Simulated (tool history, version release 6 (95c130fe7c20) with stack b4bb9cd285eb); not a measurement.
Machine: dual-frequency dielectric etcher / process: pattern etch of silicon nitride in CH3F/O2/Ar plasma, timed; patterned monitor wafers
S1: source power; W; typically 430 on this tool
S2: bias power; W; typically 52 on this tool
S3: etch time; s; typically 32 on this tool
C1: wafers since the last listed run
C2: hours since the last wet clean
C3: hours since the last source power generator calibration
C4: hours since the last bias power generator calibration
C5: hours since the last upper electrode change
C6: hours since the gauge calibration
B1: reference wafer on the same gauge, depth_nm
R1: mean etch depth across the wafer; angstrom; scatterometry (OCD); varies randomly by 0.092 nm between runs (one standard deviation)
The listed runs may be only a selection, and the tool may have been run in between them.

run    hour   S1  S2    S3   C1     C2      C3      C4      C5      C6     B1     R1
  1       0  430  47    32    0  203.7  3191.7    1653  4133.3  1851.5  22.72    198
  2    56.4  430  52  26.5  732  260.1  3248.1  1709.4  4189.7  1907.9  22.72  172.1
  3    98.3  430  52  26.5  544    302    3290  1751.3  4231.6  1949.8  22.68  172.7
  4   134.8  430  52    26  474  338.5  3326.5  1787.8  4268.1  1986.3  22.65  168.8
      181.5  -- gauge calibrated
  5   201.9  430  52    25  871  405.6  3393.6  1854.9  4335.2    20.4  24.03  171.6
      239.6  -- wet clean of the chamber
  6   240.1  430  52    32  184    0.5  3431.8  1893.1  4373.4    58.6  23.98  217.6
      291.1  -- upper electrode replaced
  7   295.9  430  52    32  413   56.3  3487.6  1948.9     4.8   114.4  23.95    218
  8   324.2  430  52    32  367   84.6  3515.9  1977.2    33.1   142.7  23.96  218.2
  9   358.1  430  52    32  440  118.5  3549.8  2011.1      67   176.6  23.91  218.6
 10   417.3  430  52    32  769  177.7    3609  2070.3   126.2   235.8  23.86  218.6
      455.7  -- source power generator calibrated
 11   474.1  430  52    32  686  234.5    18.4  2127.1     183   292.6  23.88    218
      479.5  -- bias power generator calibrated
 12   512.9  500  59  23.5  452  273.3    57.2    33.4   221.8   331.4  23.85  185.2
 13   568.9  430  52    32  727  329.3   113.2    89.4   277.8   387.4  23.78  219.3
 14   603.5  470  52  35.5  449  363.9   147.8     124   312.4     422  23.77  254.4
 15   636.8  430  60  25.5  432  397.2   181.1   157.3   345.7   455.3  23.75    184
      675.2  -- wet clean of the chamber
 16   681.5  430  52  29.5  268    6.3   225.8     202   390.4     500  23.73  199.5
 17   750.1  430  52    32  891   74.9   294.4   270.6     459   568.6  23.68  216.4
 18   817.9  430  52    32  881  142.7   362.2   338.4   526.8   636.4  23.63  215.8
 19   888.1  530  58    32  912  212.9   432.4   408.6     597   706.6  23.61  255.3
 20   930.4  400  55    28  549  255.2   474.7   450.9   639.3   748.9  23.62  185.6
 21   977.3  430  52    32  609  302.1   521.6   497.8   686.2   795.8  23.59  216.2
 22    1039  500  47  38.5  801  363.8   583.3   559.5   747.9   857.5  23.54  269.6
 23  1101.1  430  52    32  806  425.9   645.4   621.6     810   919.6  23.53  215.1
 24  1142.8  470  43  24.5  541  467.6   687.1   663.3   851.7   961.3  23.46  157.6
 25  1212.5  430  52    32  905  537.3   756.8     733   921.4    1031   23.4  212.8
     1248.7  -- wet clean of the chamber
 26  1281.8  400  47    28  588   33.1   826.1   802.3   990.7  1100.3  23.38    170
 27  1333.6  430  52    32  673   84.9   877.9   854.1  1042.5  1152.1  23.37  212.7
 28    1384  430  47    36  654  135.3   928.3   904.5  1092.9  1202.5  23.32  229.4
 29  1439.2  400  56    28  717  190.5   983.5   959.7  1148.1  1257.7  23.27    184

Consider 5 possible next runs. They are alternatives, not a sequence: every one starts from the tool as it was left by run 29. What does each give?
  A  1439.6  430  52    32   5  190.9  983.9  960.1  1148.5  1258.1   ?   ?
  B  1439.6  460  45  26.5   5  190.9  983.9  960.1  1148.5  1258.1   ?   ?
  C  1439.6  500  43    32   5  190.9  983.9  960.1  1148.5  1258.1   ?   ?
  D  1439.6  480  43    29   5  190.9  983.9  960.1  1148.5  1258.1   ?   ?
  E  1439.6  480  65    38   5  190.9  983.9  960.1  1148.5  1258.1   ?   ?

run     B1     R1
  A  23.28  213.7
  B  23.28  172.7
  C  23.28  214.5
  D  23.28  189.9
  E  23.28  298.5
Without the tool's unlogged condition, the same runs would have read:
run     R1
  A  220.1
  B  177.9
  C    221
  D  195.6
  E  307.5
